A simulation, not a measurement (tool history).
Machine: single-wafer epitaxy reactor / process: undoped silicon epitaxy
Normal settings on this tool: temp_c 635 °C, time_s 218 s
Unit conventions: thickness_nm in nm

run,hour,temp_c,time_s,wafers since the last listed run,hours since the last pyrometer calibration,hours since the gauge calibration,"read-back reference wafer on the same gauge, thickness_nm",thickness_nm
1,0,635,218,0,1930.1,364.5,25.396,26.127
2,32.8,629,218,175,1962.9,397.3,25.386,23.32
3,46.3,629,218,72,1976.4,410.8,25.406,23.275
4,115.8,629,218,372,2045.9,480.3,25.4,23.201
5,135.6,630,197,106,2065.7,500.1,25.395,21.423
6,166.5,630,197,165,2096.6,531,25.401,21.349
7,182.5,630,197,85,2112.6,547,25.39,21.305
8,201.4,635,218,101,2131.5,565.9,25.416,26.119
9,216.5,626,192,80,2146.6,581,25.41,19.16
10,237.4,626,192,111,2167.5,601.9,25.395,19.244
11,341.1,635,218,555,2271.2,705.6,25.409,25.928
12,360,635,218,101,2290.1,724.5,25.396,26.044
13,384.9,635,218,133,2315,749.4,25.414,25.971
# hour 390.3: gauge calibrated
14,405.3,635,218,109,2335.4,15,25.39,25.986
15,428.2,635,218,122,2358.3,37.9,25.397,25.934
16,455.6,635,218,146,2385.7,65.3,25.396,25.887
17,559.3,635,231,555,2489.4,169,25.396,27.356
18,594.8,635,231,190,2524.9,204.5,25.389,27.453
19,624.7,635,235,160,2554.8,234.4,25.412,27.9
20,654.2,635,218,157,2584.3,263.9,25.396,25.823
21,686.6,639,218,173,2616.7,296.3,25.408,27.956
22,716.1,643,201,157,2646.2,325.8,25.385,27.9
23,734.2,635,218,96,2664.3,343.9,25.411,25.739
24,754.9,635,236,110,2685,364.6,25.393,27.909
25,773.5,635,218,99,2703.6,383.2,25.408,25.76
26,873,621,179,532,2803.1,482.7,25.395,15.899
27,885.5,635,218,66,2815.6,495.2,25.406,25.655
28,910.2,648,177,132,2840.3,519.9,25.402,26.915
# hour 918.6: pyrometer calibrated
29,933.2,625,218,80,14.6,542.9,25.419,21.765
30,964.7,646,187,168,46.1,574.4,25.394,28.258
31,987.3,624,231,121,68.7,597,25.418,22.637
32,1006.5,629,249,102,87.9,616.2,25.383,26.855
33,1030.7,635,181,129,112.1,640.4,25.413,22.086
34,1057.5,642,218,143,138.9,667.2,25.387,30.513
35,1074.7,635,252,92,156.1,684.4,25.402,30.804
36,1099.1,643,254,130,180.5,708.8,25.392,36.227
# hour 1099.3: gauge calibrated
37,1128.8,643,239,159,210.2,29.5,25.394,34.182
38,1145.8,635,218,91,227.2,46.5,25.416,26.635
39,1178,641,187,172,259.4,78.7,25.412,25.638
40,1206.2,635,218,150,287.6,106.9,25.411,26.643

Below, each run's measurement less what the same run would have read without the hidden state. Both values contain the same run-to-run variation, but the gauge's scatter may not be the same in both:
Unlogged tool condition in this case: wafer temperature above the value expected at the setpoint (K); gauge reads high (%).
run,thickness_nm
1,-0.312
2,-0.296
3,-0.302
4,-0.333
5,-0.316
6,-0.328
7,-0.335
8,-0.416
9,-0.317
10,-0.327
11,-0.493
12,-0.506
13,-0.519
14,-0.532
15,-0.544
16,-0.56
17,-0.661
18,-0.687
19,-0.72
20,-0.686
21,-0.76
22,-0.774
23,-0.738
24,-0.815
25,-0.765
26,-0.531
27,-0.842
28,-0.88
29,+0.038
30,+0.047
31,+0.039
32,+0.046
33,+0.037
34,+0.049
35,+0.05
36,+0.055
37,+0.05
38,+0.039
39,+0.035
40,+0.035
